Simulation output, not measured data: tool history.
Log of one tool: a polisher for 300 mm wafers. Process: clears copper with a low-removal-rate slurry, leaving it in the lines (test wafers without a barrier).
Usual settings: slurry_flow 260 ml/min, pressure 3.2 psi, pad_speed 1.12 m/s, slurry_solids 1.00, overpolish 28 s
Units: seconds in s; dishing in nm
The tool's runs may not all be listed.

run,day,slurry_flow,pressure,pad_speed,slurry_solids,overpolish,wafers since the last listed run,wafers polished on this pad,hours since the slurry nozzle was cleaned,hours since the head pressure was calibrated,hours since the slurry blender was calibrated,"incoming thickness of the incoming film, nm",seconds,dishing
1,0.000,260,3.2,1.12,1.00,24,0,249,572.7,995.8,211.3,278.4,56.0,61.2
2,1.296,260,3.2,1.12,0.85,35,178,428,603.8,1026.9,242.4,278.4,57.4,74.4
3,1.812,260,3.2,1.12,0.85,35,71,499,616.2,1039.3,254.8,280.4,59.6,74.6
4,3.075,260,3.6,1.12,1.00,28,174,673,646.5,1069.6,285.1,281.4,53.4,73.0
5,3.608,260,3.6,1.12,1.00,28,73,747,659.3,1082.4,297.9,283.4,55.2,67.2
# day 4.158: worn pad replaced by a new one
6,4.458,260,3.5,1.12,1.00,28,94,41,679.7,1102.8,318.3,275.0,49.1,72.7
7,4.958,260,3.2,1.12,1.00,28,68,110,691.7,1114.8,330.3,281.5,54.8,68.3
# day 5.050: slurry blender recalibrated
8,6.067,260,3.2,1.12,1.00,28,141,251,718.3,1141.4,24.4,280.1,55.0,65.2
9,6.971,260,3.2,1.12,1.00,28,124,376,740.0,1163.1,46.1,284.1,56.9,67.1
# day 7.858: slurry nozzle cleaned
10,8.162,260,3.2,1.12,1.00,28,158,534,7.3,1191.7,74.7,280.0,57.2,62.8
11,8.725,260,3.2,1.12,0.85,28,77,612,20.8,1205.2,88.2,282.3,61.4,62.9
# day 9.554: head pressure recalibrated
12,9.800,295,3.2,1.12,1.00,28,136,749,46.6,5.9,114.0,280.2,69.1,59.4
# day 10.392: worn pad replaced by a new one
13,10.846,325,3.2,1.44,0.80,42,121,62,71.7,31.0,139.1,278.2,48.9,94.3
14,11.833,260,3.2,0.98,1.00,28,136,198,95.4,54.7,162.8,283.4,71.3,57.8
15,12.342,260,3.2,1.12,1.00,22,70,268,107.6,66.9,175.0,279.8,61.7,55.2
16,13.471,260,2.2,1.12,0.85,33,155,424,134.7,94.0,202.1,278.5,93.2,50.5

Forecast run 17:
17,14.950,195,3.2,1.44,1.00,28,204,628,170.2,129.5,237.6,278.2,?,?

seconds: 52.2 s
dishing: 73.6 nm
Without the tool's hidden state the same run would have given seconds 47.8 s, dishing 77.4 nm.

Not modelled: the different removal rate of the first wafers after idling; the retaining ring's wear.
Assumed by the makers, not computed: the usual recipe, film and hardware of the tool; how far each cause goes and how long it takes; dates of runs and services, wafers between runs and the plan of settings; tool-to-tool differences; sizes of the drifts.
